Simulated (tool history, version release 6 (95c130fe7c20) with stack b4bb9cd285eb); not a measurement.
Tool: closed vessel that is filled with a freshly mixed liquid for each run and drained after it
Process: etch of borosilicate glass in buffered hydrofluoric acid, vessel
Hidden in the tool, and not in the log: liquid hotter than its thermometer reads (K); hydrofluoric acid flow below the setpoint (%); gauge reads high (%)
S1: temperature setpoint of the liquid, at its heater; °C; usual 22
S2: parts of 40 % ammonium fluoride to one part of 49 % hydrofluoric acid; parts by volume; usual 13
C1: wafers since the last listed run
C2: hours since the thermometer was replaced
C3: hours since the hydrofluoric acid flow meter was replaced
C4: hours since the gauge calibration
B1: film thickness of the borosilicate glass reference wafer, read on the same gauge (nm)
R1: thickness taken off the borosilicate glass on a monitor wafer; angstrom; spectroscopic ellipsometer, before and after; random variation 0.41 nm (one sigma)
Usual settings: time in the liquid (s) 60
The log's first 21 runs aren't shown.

Run 22, day 61.242: usual settings; C1 4774; C2 548; C3 204.3; C4 869.5; B1 140.01. Result: R1 519.7 angstrom.
Run 23, day 62.5: usual settings but S1 26 °C; C1 2777; C2 578.2; C3 234.5; C4 899.7; B1 140.02. Result: R1 648.5 angstrom.
At day 62.988: thermometer replaced.
Run 24, day 65.212: usual settings but S2 17 parts by volume; C1 5896; C2 53.4; C3 299.6; C4 964.8; B1 139.95. Result: R1 390.8 angstrom.
Run 25, day 66.85: usual settings but S1 18 °C; C1 3615; C2 92.7; C3 338.9; C4 1004.1; B1 140.01. Result: R1 406.5 angstrom.
Run 26, day 68.267: usual settings; C1 3127; C2 126.7; C3 372.9; C4 1038.1; B1 139.98. Result: R1 511.3 angstrom.
Run 27, day 70.875: usual settings; C1 5758; C2 189.3; C3 435.5; C4 1100.7; B1 140.01. Result: R1 512.7 angstrom.
At day 71.85: hydrofluoric acid flow meter replaced.
Run 28, day 72.971: usual settings; C1 4534; C2 239.6; C3 26.9; C4 1151; B1 139.99. Result: R1 522.3 angstrom.
Run 29, day 75.025: usual settings but S2 9 parts by volume; C1 4534; C2 288.9; C3 76.2; C4 1200.3; B1 140.03. Result: R1 719.8 angstrom.
At day 76.067: gauge calibrated.
Run 30, day 77.525: usual settings but time in the liquid (s) 80; C1 5519; C2 348.9; C3 136.2; C4 35; B1 140.01. Result: R1 693.8 angstrom.
Run 31, day 79.954: usual settings but S1 25 °C; C1 5362; C2 407.2; C3 194.5; C4 93.3; B1 140.05. Result: R1 605.1 angstrom.
Run 32, day 82.554: usual settings but S2 15 parts by volume, time in the liquid (s) 40; C1 5739; C2 469.6; C3 256.9; C4 155.7; B1 140. Result: R1 302.6 angstrom.

Forecast each of these 4 alternatives for the next run:
Run A, day 82.583: usual settings but S1 19.5 °C; C1 64; C2 470.3; C3 257.6; C4 156.4; B1 ?. Result: R1 ?.
Run B, day 82.583: usual settings but S1 18.5 °C, S2 16.5 parts by volume, time in the liquid (s) 80; C1 64; C2 470.3; C3 257.6; C4 156.4; B1 ?. Result: R1 ?.
Run C, day 82.583: usual settings but S1 18.5 °C; C1 64; C2 470.3; C3 257.6; C4 156.4; B1 ?. Result: R1 ?.
Run D, day 82.583: usual settings but S1 27 °C; C1 64; C2 470.3; C3 257.6; C4 156.4; B1 ?. Result: R1 ?.

run      B1     R1
  A  139.97  460.8
  B  139.97    459
  C  139.97  436.1
  D  139.97  689.2
Without the tool's hidden state the same runs would have given:
run     R1
  A  447.8
  B    446
  C  423.8
  D  670.6

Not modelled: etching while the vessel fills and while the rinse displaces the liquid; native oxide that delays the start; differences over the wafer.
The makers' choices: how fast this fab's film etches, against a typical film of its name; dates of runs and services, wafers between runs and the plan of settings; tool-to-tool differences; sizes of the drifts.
